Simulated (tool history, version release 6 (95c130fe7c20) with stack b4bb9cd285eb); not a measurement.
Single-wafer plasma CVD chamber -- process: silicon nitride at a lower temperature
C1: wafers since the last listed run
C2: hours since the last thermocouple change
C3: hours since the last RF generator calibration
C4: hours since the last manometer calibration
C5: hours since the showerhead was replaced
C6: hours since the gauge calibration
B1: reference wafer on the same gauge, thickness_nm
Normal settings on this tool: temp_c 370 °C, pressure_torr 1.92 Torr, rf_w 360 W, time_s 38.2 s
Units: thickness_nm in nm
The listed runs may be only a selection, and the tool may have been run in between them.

Run 1, hour 0.0: usual settings but temp_c 381 °C, rf_w 315 W; C1 0; C2 1554.2; C3 1812.4; C4 2020.6; C5 52.6; C6 178.1; B1 47.811. Result: thickness_nm 47.153 nm.
At hour 18.9: RF generator calibrated.
Run 2, hour 47.1: usual settings; C1 783; C2 1601.3; C3 28.2; C4 2067.7; C5 99.7; C6 225.2; B1 47.847. Result: thickness_nm 51.393 nm.
Run 3, hour 55.4: usual settings; C1 166; C2 1609.6; C3 36.5; C4 2076.0; C5 108.0; C6 233.5; B1 47.786. Result: thickness_nm 51.514 nm.
At hour 69.1: capacitance manometer re-zeroed and calibrated.
Run 4, hour 69.6: usual settings; C1 124; C2 1623.8; C3 50.7; C4 0.5; C5 122.2; C6 247.7; B1 47.825. Result: thickness_nm 51.658 nm.
Run 5, hour 81.9: usual settings but temp_c 378 °C, pressure_torr 1.63 Torr, rf_w 300 W, time_s 42.0 s; C1 246; C2 1636.1; C3 63.0; C4 12.8; C5 134.5; C6 260.0; B1 47.798. Result: thickness_nm 50.594 nm.
Run 6, hour 128.0: usual settings but rf_w 415 W, time_s 42.9 s; C1 924; C2 1682.2; C3 109.1; C4 58.9; C5 180.6; C6 306.1; B1 47.814. Result: thickness_nm 61.506 nm.
Run 7, hour 134.2: usual settings; C1 124; C2 1688.4; C3 115.3; C4 65.1; C5 186.8; C6 312.3; B1 47.838. Result: thickness_nm 51.589 nm.
Run 8, hour 144.0: usual settings; C1 196; C2 1698.2; C3 125.1; C4 74.9; C5 196.6; C6 322.1; B1 47.783. Result: thickness_nm 51.526 nm.
Run 9, hour 158.4: usual settings but time_s 42.0 s; C1 288; C2 1712.6; C3 139.5; C4 89.3; C5 211.0; C6 336.5; B1 47.779. Result: thickness_nm 56.658 nm.
Run 10, hour 169.3: usual settings but temp_c 378 °C; C1 218; C2 1723.5; C3 150.4; C4 100.2; C5 221.9; C6 347.4; B1 47.816. Result: thickness_nm 51.532 nm.
Run 11, hour 176.6: usual settings but temp_c 366 °C, rf_w 330 W; C1 146; C2 1730.8; C3 157.7; C4 107.5; C5 229.2; C6 354.7; B1 47.812. Result: thickness_nm 49.697 nm.
At hour 180.0: gauge calibrated.
Run 12, hour 193.7: usual settings; C1 342; C2 1747.9; C3 174.8; C4 124.6; C5 246.3; C6 13.7; B1 47.773. Result: thickness_nm 51.396 nm.
Run 13, hour 205.4: usual settings but temp_c 363 °C, pressure_torr 1.44 Torr, time_s 43.0 s; C1 234; C2 1759.6; C3 186.5; C4 136.3; C5 258.0; C6 25.4; B1 47.815. Result: thickness_nm 54.240 nm.
Run 14, hour 213.0: usual settings but rf_w 295 W; C1 152; C2 1767.2; C3 194.1; C4 143.9; C5 265.6; C6 33.0; B1 47.798. Result: thickness_nm 47.450 nm.
Run 15, hour 227.8: usual settings but pressure_torr 2.36 Torr, time_s 32.2 s; C1 296; C2 1782.0; C3 208.9; C4 158.7; C5 280.4; C6 47.8; B1 47.815. Result: thickness_nm 45.287 nm.
Run 16, hour 235.4: usual settings but time_s 40.6 s; C1 152; C2 1789.6; C3 216.5; C4 166.3; C5 288.0; C6 55.4; B1 47.807. Result: thickness_nm 54.677 nm.
At hour 247.6: thermocouple changed; heater temperature recalibrated.
Run 17, hour 248.1: usual settings but pressure_torr 1.58 Torr, rf_w 340 W, time_s 44.4 s; C1 94; C2 0.5; C3 229.2; C4 179.0; C5 300.7; C6 68.1; B1 47.801. Result: thickness_nm 55.671 nm.
Run 18, hour 264.5: usual settings but temp_c 355 °C, pressure_torr 2.32 Torr; C1 328; C2 16.9; C3 245.6; C4 195.4; C5 317.1; C6 84.5; B1 47.808. Result: thickness_nm 53.787 nm.
Run 19, hour 273.3: usual settings; C1 176; C2 25.7; C3 254.4; C4 204.2; C5 325.9; C6 93.3; B1 47.822. Result: thickness_nm 51.641 nm.
Run 20, hour 287.2: usual settings but pressure_torr 2.39 Torr; C1 278; C2 39.6; C3 268.3; C4 218.1; C5 339.8; C6 107.2; B1 47.790. Result: thickness_nm 54.016 nm.
Run 21, hour 302.2: usual settings but temp_c 365 °C, pressure_torr 1.50 Torr, rf_w 315 W, time_s 42.9 s; C1 300; C2 54.6; C3 283.3; C4 233.1; C5 354.8; C6 122.2; B1 47.797. Result: thickness_nm 51.560 nm.
Run 22, hour 316.8: usual settings but time_s 35.2 s; C1 292; C2 69.2; C3 297.9; C4 247.7; C5 369.4; C6 136.8; B1 47.783. Result: thickness_nm 47.254 nm.
Run 23, hour 333.3: usual settings; C1 330; C2 85.7; C3 314.4; C4 264.2; C5 385.9; C6 153.3; B1 47.807. Result: thickness_nm 51.320 nm.
Run 24, hour 348.9: usual settings but temp_c 381 °C, rf_w 315 W; C1 312; C2 101.3; C3 330.0; C4 279.8; C5 401.5; C6 168.9; B1 47.786. Result: thickness_nm 48.155 nm.
Run 25, hour 357.7: usual settings but temp_c 362 °C, rf_w 415 W, time_s 40.6 s; C1 176; C2 110.1; C3 338.8; C4 288.6; C5 410.3; C6 177.7; B1 47.785. Result: thickness_nm 58.259 nm.
Run 26, hour 368.8: usual settings but rf_w 385 W, time_s 32.2 s; C1 222; C2 121.2; C3 349.9; C4 299.7; C5 421.4; C6 188.8; B1 47.826. Result: thickness_nm 44.594 nm.
Run 27, hour 382.4: usual settings; C1 272; C2 134.8; C3 363.5; C4 313.3; C5 435.0; C6 202.4; B1 47.818. Result: thickness_nm 51.583 nm.
Run 28, hour 397.0: usual settings but temp_c 363 °C, time_s 35.4 s; C1 292; C2 149.4; C3 378.1; C4 327.9; C5 449.6; C6 217.0; B1 47.786. Result: thickness_nm 47.726 nm.

Per-run results on a tool with no hidden state, each run keeping its own random variation:
What the log doesn't record here: wafer temperature above the value expected at the setpoint (K); delivered RF power above the setpoint (%); true pressure above the setpoint (%); gauge reads high (%).
run  thickness_nm
  1        48.866
  2        51.667
  3        51.797
  4        51.953
  5        50.906
  6        61.891
  7        51.939
  8        51.885
  9        57.066
 10        51.913
 11        50.070
 12        51.796
 13        54.673
 14        47.851
 15        45.665
 16        55.141
 17        56.155
 18        54.270
 19        52.112
 20        54.521
 21        52.073
 22        47.719
 23        51.840
 24        48.674
 25        58.836
 26        45.072
 27        52.148
 28        48.261
